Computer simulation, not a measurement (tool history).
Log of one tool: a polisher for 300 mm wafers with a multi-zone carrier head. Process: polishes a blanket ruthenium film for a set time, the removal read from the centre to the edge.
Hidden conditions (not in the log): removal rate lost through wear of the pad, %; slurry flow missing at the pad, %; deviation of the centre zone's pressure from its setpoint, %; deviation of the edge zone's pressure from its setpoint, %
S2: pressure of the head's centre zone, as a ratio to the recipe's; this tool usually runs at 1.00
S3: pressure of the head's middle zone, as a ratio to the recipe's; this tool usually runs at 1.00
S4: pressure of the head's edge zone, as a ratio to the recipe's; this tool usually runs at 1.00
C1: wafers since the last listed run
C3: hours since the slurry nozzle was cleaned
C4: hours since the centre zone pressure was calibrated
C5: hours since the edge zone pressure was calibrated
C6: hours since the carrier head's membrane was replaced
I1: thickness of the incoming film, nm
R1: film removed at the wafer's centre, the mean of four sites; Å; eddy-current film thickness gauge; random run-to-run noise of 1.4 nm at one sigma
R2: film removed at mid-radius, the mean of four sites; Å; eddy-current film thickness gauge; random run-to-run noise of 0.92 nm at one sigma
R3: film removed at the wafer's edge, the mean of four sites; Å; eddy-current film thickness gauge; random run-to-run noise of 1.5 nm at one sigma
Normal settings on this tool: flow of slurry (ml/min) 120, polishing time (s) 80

{"run": 1, "day": 0.0, "flow of slurry (ml/min)": 120, "S2": 1.0, "S3": 1.0, "S4": 1.0, "polishing time (s)": 80, "C1": 0, "wafers polished on this pad": 3205, "C3": 383.8, "C4": 677.4, "C5": 596.2, "C6": 123.3, "I1": 340.8, "R1": 1096, "R2": 1151, "R3": 1162}
{"run": 2, "day": 1.625, "flow of slurry (ml/min)": 120, "S2": 1.0, "S3": 1.0, "S4": 0.93, "polishing time (s)": 68, "C1": 516, "wafers polished on this pad": 3722, "C3": 422.8, "C4": 716.4, "C5": 635.2, "C6": 162.3, "I1": 342.5, "R1": 963, "R2": 967, "R3": 928}
{"day": 2.346, "done": "centre zone pressure recalibrated"}
{"run": 3, "day": 2.712, "flow of slurry (ml/min)": 120, "S2": 0.89, "S3": 1.0, "S4": 1.0, "polishing time (s)": 80, "C1": 319, "wafers polished on this pad": 4041, "C3": 448.9, "C4": 8.8, "C5": 661.3, "C6": 188.4, "I1": 339.6, "R1": 964, "R2": 1144, "R3": 1148}
{"run": 4, "day": 4.783, "flow of slurry (ml/min)": 120, "S2": 0.88, "S3": 1.0, "S4": 1.0, "polishing time (s)": 80, "C1": 658, "wafers polished on this pad": 4700, "C3": 498.6, "C4": 58.5, "C5": 711.0, "C6": 238.1, "I1": 335.2, "R1": 946, "R2": 1130, "R3": 1106}
{"run": 5, "day": 5.942, "flow of slurry (ml/min)": 120, "S2": 1.0, "S3": 1.0, "S4": 1.0, "polishing time (s)": 80, "C1": 368, "wafers polished on this pad": 5068, "C3": 526.4, "C4": 86.3, "C5": 738.8, "C6": 265.9, "I1": 340.5, "R1": 1083, "R2": 1135, "R3": 1118}
{"day": 7.183, "done": "worn pad replaced by a new one"}
{"run": 6, "day": 8.633, "flow of slurry (ml/min)": 120, "S2": 1.0, "S3": 0.95, "S4": 1.0, "polishing time (s)": 80, "C1": 802, "wafers polished on this pad": 460, "C3": 591.0, "C4": 150.9, "C5": 803.4, "C6": 330.5, "I1": 339.0, "R1": 1166, "R2": 1136, "R3": 1202}
{"run": 7, "day": 10.95, "flow of slurry (ml/min)": 120, "S2": 1.0, "S3": 1.1, "S4": 0.94, "polishing time (s)": 80, "C1": 736, "wafers polished on this pad": 1197, "C3": 646.6, "C4": 206.5, "C5": 859.0, "C6": 386.1, "I1": 338.8, "R1": 1154, "R2": 1306, "R3": 1143}
{"day": 12.379, "done": "edge zone pressure recalibrated"}
{"run": 8, "day": 13.288, "flow of slurry (ml/min)": 160, "S2": 1.08, "S3": 1.0, "S4": 1.0, "polishing time (s)": 99, "C1": 716, "wafers polished on this pad": 1913, "C3": 702.7, "C4": 262.6, "C5": 21.8, "C6": 442.2, "I1": 340.8, "R1": 1611, "R2": 1553, "R3": 1528}
{"run": 9, "day": 15.842, "flow of slurry (ml/min)": 85, "S2": 0.9, "S3": 1.0, "S4": 1.0, "polishing time (s)": 89, "C1": 812, "wafers polished on this pad": 2726, "C3": 764.0, "C4": 323.9, "C5": 83.1, "C6": 503.5, "I1": 343.1, "R1": 1050, "R2": 1212, "R3": 1248}
{"day": 16.988, "done": "slurry nozzle cleaned"}
{"run": 10, "day": 18.029, "flow of slurry (ml/min)": 120, "S2": 1.0, "S3": 1.0, "S4": 1.0, "polishing time (s)": 80, "C1": 682, "wafers polished on this pad": 3408, "C3": 25.0, "C4": 376.4, "C5": 135.6, "C6": 556.0, "I1": 337.5, "R1": 1125, "R2": 1167, "R3": 1157}
{"run": 11, "day": 19.621, "flow of slurry (ml/min)": 120, "S2": 1.0, "S3": 1.08, "S4": 1.09, "polishing time (s)": 80, "C1": 506, "wafers polished on this pad": 3914, "C3": 63.2, "C4": 414.6, "C5": 173.8, "C6": 594.2, "I1": 335.4, "R1": 1105, "R2": 1258, "R3": 1215}
{"day": 20.967, "done": "worn pad replaced by a new one"}
{"run": 12, "day": 21.342, "flow of slurry (ml/min)": 120, "S2": 1.0, "S3": 1.0, "S4": 1.05, "polishing time (s)": 80, "C1": 494, "wafers polished on this pad": 119, "C3": 104.5, "C4": 455.9, "C5": 215.1, "C6": 635.5, "I1": 345.6, "R1": 1171, "R2": 1193, "R3": 1230}
{"run": 13, "day": 22.567, "flow of slurry (ml/min)": 140, "S2": 1.06, "S3": 1.08, "S4": 1.0, "polishing time (s)": 55, "C1": 389, "wafers polished on this pad": 509, "C3": 133.9, "C4": 485.3, "C5": 244.5, "C6": 664.9, "I1": 340.0, "R1": 861, "R2": 903, "R3": 832}
{"run": 14, "day": 24.025, "flow of slurry (ml/min)": 120, "S2": 0.97, "S3": 0.92, "S4": 1.0, "polishing time (s)": 72, "C1": 463, "wafers polished on this pad": 973, "C3": 168.9, "C4": 520.3, "C5": 279.5, "C6": 699.9, "I1": 333.6, "R1": 1001, "R2": 995, "R3": 1080}
{"run": 15, "day": 26.021, "flow of slurry (ml/min)": 120, "S2": 1.0, "S3": 1.0, "S4": 1.0, "polishing time (s)": 80, "C1": 634, "wafers polished on this pad": 1607, "C3": 216.8, "C4": 568.2, "C5": 327.4, "C6": 747.8, "I1": 336.8, "R1": 1176, "R2": 1180, "R3": 1179}

The next listed run, before its measurement:
{"run": 16, "day": 27.05, "flow of slurry (ml/min)": 80, "S2": 1.0, "S3": 0.9, "S4": 1.0, "polishing time (s)": 80, "C1": 327, "wafers polished on this pad": 1935, "C3": 241.5, "C4": 592.9, "C5": 352.1, "C6": 772.5, "I1": 336.4, "R1": "?", "R2": "?", "R3": "?"}

R1: 1013 Å
R2: 996 Å
R3: 1108 Å
With no hidden state in the tool, this same run would have given R1 1027 Å, R2 1010 Å, R3 1124 Å.
